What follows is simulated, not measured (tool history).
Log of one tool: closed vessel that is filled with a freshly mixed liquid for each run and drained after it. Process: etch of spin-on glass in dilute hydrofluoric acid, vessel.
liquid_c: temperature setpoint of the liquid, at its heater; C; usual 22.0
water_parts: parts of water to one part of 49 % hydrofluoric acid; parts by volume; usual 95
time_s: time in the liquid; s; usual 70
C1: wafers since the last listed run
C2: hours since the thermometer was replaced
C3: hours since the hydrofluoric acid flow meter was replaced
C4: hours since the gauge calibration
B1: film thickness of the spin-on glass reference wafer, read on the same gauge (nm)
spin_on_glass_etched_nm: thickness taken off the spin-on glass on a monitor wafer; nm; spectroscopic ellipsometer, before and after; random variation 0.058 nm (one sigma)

run 1 hour=0.0 | liquid_c=22.0 water_parts=95 time_s=70 | C1=0 C2=247.7 C3=60.9 C4=876.3 | B1=40.02 | spin_on_glass_etched_nm=17.52
run 2 hour=96.3 | liquid_c=22.0 water_parts=95 time_s=70 | C1=14053 C2=344.0 C3=157.2 C4=972.6 | B1=40.01 | spin_on_glass_etched_nm=17.63
run 3 hour=171.5 | liquid_c=22.0 water_parts=95 time_s=70 | C1=10974 C2=419.2 C3=232.4 C4=1047.8 | B1=39.99 | spin_on_glass_etched_nm=17.56
run 4 hour=274.7 | liquid_c=22.0 water_parts=95 time_s=70 | C1=15060 C2=522.4 C3=335.6 C4=1151.0 | B1=40.00 | spin_on_glass_etched_nm=17.43
run 5 hour=312.0 | liquid_c=22.0 water_parts=95 time_s=70 | C1=5443 C2=559.7 C3=372.9 C4=1188.3 | B1=39.98 | spin_on_glass_etched_nm=17.45
run 6 hour=397.6 | liquid_c=22.0 water_parts=95 time_s=70 | C1=12492 C2=645.3 C3=458.5 C4=1273.9 | B1=40.00 | spin_on_glass_etched_nm=17.42
run 7 hour=499.0 | liquid_c=24.0 water_parts=95 time_s=70 | C1=14798 C2=746.7 C3=559.9 C4=1375.3 | B1=39.99 | spin_on_glass_etched_nm=18.75
-- hour=574.4 thermometer replaced
run 8 hour=611.3 | liquid_c=24.0 water_parts=95 time_s=70 | C1=16243 C2=36.9 C3=672.2 C4=1487.6 | B1=39.99 | spin_on_glass_etched_nm=18.70
run 9 hour=676.6 | liquid_c=24.0 water_parts=95 time_s=70 | C1=9529 C2=102.2 C3=737.5 C4=1552.9 | B1=39.98 | spin_on_glass_etched_nm=18.65
run 10 hour=756.4 | liquid_c=22.0 water_parts=115 time_s=70 | C1=11645 C2=182.0 C3=817.3 C4=1632.7 | B1=39.99 | spin_on_glass_etched_nm=13.84
run 11 hour=815.9 | liquid_c=22.0 water_parts=95 time_s=55 | C1=8683 C2=241.5 C3=876.8 C4=1692.2 | B1=40.02 | spin_on_glass_etched_nm=13.47
-- hour=851.3 hydrofluoric acid flow meter replaced
run 12 hour=921.7 | liquid_c=22.0 water_parts=95 time_s=55 | C1=15294 C2=347.3 C3=70.4 C4=1798.0 | B1=40.00 | spin_on_glass_etched_nm=13.77
run 13 hour=1217.2 | liquid_c=22.0 water_parts=95 time_s=70 | C1=43125 C2=642.8 C3=365.9 C4=2093.5 | B1=40.00 | spin_on_glass_etched_nm=17.44
run 14 hour=1307.9 | liquid_c=22.0 water_parts=95 time_s=70 | C1=13236 C2=733.5 C3=456.6 C4=2184.2 | B1=40.01 | spin_on_glass_etched_nm=17.33
-- hour=1336.8 thermometer replaced
run 15 hour=1362.6 | liquid_c=20.5 water_parts=80 time_s=55 | C1=7836 C2=25.8 C3=511.3 C4=2238.9 | B1=39.98 | spin_on_glass_etched_nm=15.35
run 16 hour=1585.9 | liquid_c=22.0 water_parts=95 time_s=70 | C1=32588 C2=249.1 C3=734.6 C4=2462.2 | B1=40.00 | spin_on_glass_etched_nm=17.03
run 17 hour=1629.6 | liquid_c=18.0 water_parts=55 time_s=60 | C1=6377 C2=292.8 C3=778.3 C4=2505.9 | B1=39.98 | spin_on_glass_etched_nm=22.43
-- hour=1676.4 gauge calibrated
run 18 hour=1680.0 | liquid_c=22.0 water_parts=115 time_s=70 | C1=7355 C2=343.2 C3=828.7 C4=3.6 | B1=40.00 | spin_on_glass_etched_nm=13.71
run 19 hour=1761.8 | liquid_c=22.0 water_parts=95 time_s=110 | C1=11937 C2=425.0 C3=910.5 C4=85.4 | B1=40.01 | spin_on_glass_etched_nm=26.61
-- hour=1820.6 hydrofluoric acid flow meter replaced
run 20 hour=1840.0 | liquid_c=22.0 water_parts=75 time_s=70 | C1=11266 C2=503.2 C3=19.4 C4=163.6 | B1=39.99 | spin_on_glass_etched_nm=23.06
run 21 hour=1897.8 | liquid_c=25.0 water_parts=45 time_s=70 | C1=8435 C2=561.0 C3=77.2 C4=221.4 | B1=40.02 | spin_on_glass_etched_nm=44.87
run 22 hour=2002.7 | liquid_c=23.5 water_parts=80 time_s=80 | C1=15309 C2=665.9 C3=182.1 C4=326.3 | B1=39.98 | spin_on_glass_etched_nm=25.80
run 23 hour=2099.5 | liquid_c=22.0 water_parts=95 time_s=70 | C1=14126 C2=762.7 C3=278.9 C4=423.1 | B1=40.01 | spin_on_glass_etched_nm=17.59
run 24 hour=2163.8 | liquid_c=22.0 water_parts=130 time_s=85 | C1=9383 C2=827.0 C3=343.2 C4=487.4 | B1=40.01 | spin_on_glass_etched_nm=14.91
-- hour=2209.6 thermometer replaced
run 25 hour=2249.8 | liquid_c=18.5 water_parts=65 time_s=70 | C1=12404 C2=40.2 C3=429.2 C4=573.4 | B1=40.00 | spin_on_glass_etched_nm=22.76
run 26 hour=2354.7 | liquid_c=26.0 water_parts=95 time_s=70 | C1=15309 C2=145.1 C3=534.1 C4=678.3 | B1=40.00 | spin_on_glass_etched_nm=20.25
run 27 hour=2435.6 | liquid_c=18.0 water_parts=110 time_s=85 | C1=11806 C2=226.0 C3=615.0 C4=759.2 | B1=40.01 | spin_on_glass_etched_nm=15.04
run 28 hour=2538.9 | liquid_c=19.5 water_parts=130 time_s=85 | C1=15075 C2=329.3 C3=718.3 C4=862.5 | B1=40.01 | spin_on_glass_etched_nm=13.27

5 ways to go on from here, each from the tool as it stands after run 28. What would each give?
run A hour=2539.6 | liquid_c=22.0 water_parts=65 time_s=70 | C1=102 C2=330.0 C3=719.0 C4=863.2 | B1=? | spin_on_glass_etched_nm=?
run B hour=2539.6 | liquid_c=24.5 water_parts=95 time_s=70 | C1=102 C2=330.0 C3=719.0 C4=863.2 | B1=? | spin_on_glass_etched_nm=?
run C hour=2539.6 | liquid_c=23.5 water_parts=145 time_s=90 | C1=102 C2=330.0 C3=719.0 C4=863.2 | B1=? | spin_on_glass_etched_nm=?
run D hour=2539.6 | liquid_c=17.5 water_parts=95 time_s=70 | C1=102 C2=330.0 C3=719.0 C4=863.2 | B1=? | spin_on_glass_etched_nm=?
run E hour=2539.6 | liquid_c=19.5 water_parts=115 time_s=90 | C1=102 C2=330.0 C3=719.0 C4=863.2 | B1=? | spin_on_glass_etched_nm=?

run=A B1=39.98 spin_on_glass_etched_nm=26.10
run=B B1=39.98 spin_on_glass_etched_nm=19.02
run=C B1=39.98 spin_on_glass_etched_nm=14.50
run=D B1=39.98 spin_on_glass_etched_nm=14.29
run=E B1=39.98 spin_on_glass_etched_nm=16.14
Without the tool's hidden state the same runs would have given:
run=A spin_on_glass_etched_nm=26.76
run=B spin_on_glass_etched_nm=19.52
run=C spin_on_glass_etched_nm=14.89
run=D spin_on_glass_etched_nm=14.66
run=E spin_on_glass_etched_nm=16.56
